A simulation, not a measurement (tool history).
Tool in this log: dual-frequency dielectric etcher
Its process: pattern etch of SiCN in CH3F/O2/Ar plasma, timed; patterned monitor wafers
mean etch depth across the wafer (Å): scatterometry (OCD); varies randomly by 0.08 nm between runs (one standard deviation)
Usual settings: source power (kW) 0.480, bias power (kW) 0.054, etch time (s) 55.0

run    hour  source power (kW)  bias power (kW)  etch time (s)  read-back reference wafer on the same gauge, depth_nm  mean etch depth across the wafer (Å)
  1     0.0              0.480            0.054           55.0                                                  15.67                                 185.9
  2    70.9              0.480            0.054           55.0                                                  15.71                                 187.6
  3   140.3              0.480            0.054           55.0                                                  15.69                                 186.7
  4   228.9              0.480            0.054           55.0                                                  15.70                                 187.3
  5   289.2              0.480            0.054           55.0                                                  15.69                                 187.7
  6   339.3              0.480            0.054           55.0                                                  15.69                                 188.0
  7   429.6              0.480            0.054           55.0                                                  15.70                                 188.2
  8   465.7              0.480            0.054           55.0                                                  15.70                                 188.1
      497.8  -- wet clean of the chamber
      534.6  -- upper electrode replaced
  9   569.5              0.480            0.054           55.0                                                  15.69                                 188.4
      602.9  -- bias power generator calibrated
 10   656.5              0.480            0.054           55.0                                                  15.71                                 187.3
      665.9  -- gauge calibrated
 11   741.8              0.480            0.054           38.5                                                  15.69                                 131.7
 12   800.0              0.410            0.054           55.0                                                  15.72                                 174.1
 13   899.7              0.410            0.062           63.5                                                  15.71                                 205.8
     1083.2  -- wet clean of the chamber
 14  1179.0              0.590            0.048           64.5                                                  15.70                                 241.8
 15  1269.3              0.480            0.054           55.0                                                  15.72                                 189.3
     1289.6  -- source power generator calibrated
 16  1345.7              0.480            0.048           40.0                                                  15.68                                 130.1
 17  1427.2              0.410            0.054           41.0                                                  15.70                                 125.2
 18  1499.9              0.480            0.054           55.0                                                  15.72                                 182.7
 19  1542.5              0.530            0.059           70.0                                                  15.68                                 250.8
 20  1638.9              0.480            0.054           55.0                                                  15.69                                 183.5

Forecast each of these 4 alternatives for the next run:
  A  1639.3              0.480            0.054           55.0                                                      ?                                     ?
  B  1639.3              0.430            0.042           38.5                                                      ?                                     ?
  C  1639.3              0.590            0.054           62.5                                                      ?                                     ?
  D  1639.3              0.540            0.064           55.0                                                      ?                                     ?

run  read-back reference wafer on the same gauge, depth_nm  mean etch depth across the wafer (Å)
  A                                                  15.69                                 183.8
  B                                                  15.69                                 114.9
  C                                                  15.69                                 232.5
  D                                                  15.69                                 203.3
Stripped of hidden state, with their random variation kept, the same runs would have yielded:
run  mean etch depth across the wafer (Å)
  A                                 183.9
  B                                 114.9
  C                                 232.6
  D                                 203.4

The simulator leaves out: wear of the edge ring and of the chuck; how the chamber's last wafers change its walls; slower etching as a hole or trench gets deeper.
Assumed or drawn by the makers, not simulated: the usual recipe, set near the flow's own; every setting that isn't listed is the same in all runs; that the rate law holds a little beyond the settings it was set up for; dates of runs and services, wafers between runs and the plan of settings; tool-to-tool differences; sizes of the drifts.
